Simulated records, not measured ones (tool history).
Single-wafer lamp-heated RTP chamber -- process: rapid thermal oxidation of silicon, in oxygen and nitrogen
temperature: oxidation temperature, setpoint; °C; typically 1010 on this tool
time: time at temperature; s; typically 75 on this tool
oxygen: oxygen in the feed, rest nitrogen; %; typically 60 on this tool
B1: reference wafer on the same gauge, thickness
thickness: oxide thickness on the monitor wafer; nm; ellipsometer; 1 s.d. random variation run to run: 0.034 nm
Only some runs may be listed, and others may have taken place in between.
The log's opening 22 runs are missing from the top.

Run 23, hour 703.8: usual settings but temperature 990 °C, time 66 s, oxygen 51 %; B1 7.238. Result: thickness 4.786 nm.
Run 24, hour 725.9: usual settings but temperature 1026 °C, oxygen 77 %; B1 7.228. Result: thickness 7.487 nm.
Run 25, hour 761.5: usual settings but temperature 1038 °C, time 92 s, oxygen 74 %; B1 7.240. Result: thickness 8.874 nm.
At hour 794.0: pyrometer window cleaned and pyrometer calibrated.
Run 26, hour 794.5: usual settings but temperature 989 °C, time 109 s, oxygen 88 %; B1 7.247. Result: thickness 7.088 nm.
Run 27, hour 816.8: usual settings; B1 7.237. Result: thickness 6.121 nm.
Run 28, hour 837.3: usual settings but temperature 991 °C, time 111 s; B1 7.241. Result: thickness 6.389 nm.
Run 29, hour 871.3: usual settings but temperature 984 °C, time 89 s, oxygen 51 %; B1 7.252. Result: thickness 5.167 nm.
Run 30, hour 906.5: usual settings but temperature 1031 °C, time 112 s, oxygen 51 %; B1 7.239. Result: thickness 8.091 nm.
Run 31, hour 936.2: usual settings but temperature 996 °C, time 45 s; B1 7.242. Result: thickness 4.453 nm.

Expected results for the next run?
Run 32, hour 964.4: usual settings; B1 ?. Result: thickness ?.

B1: 7.245
thickness: 6.164 nm
On a tool with no hidden condition, and with the same random variation, this run would have come out at thickness 6.164 nm.
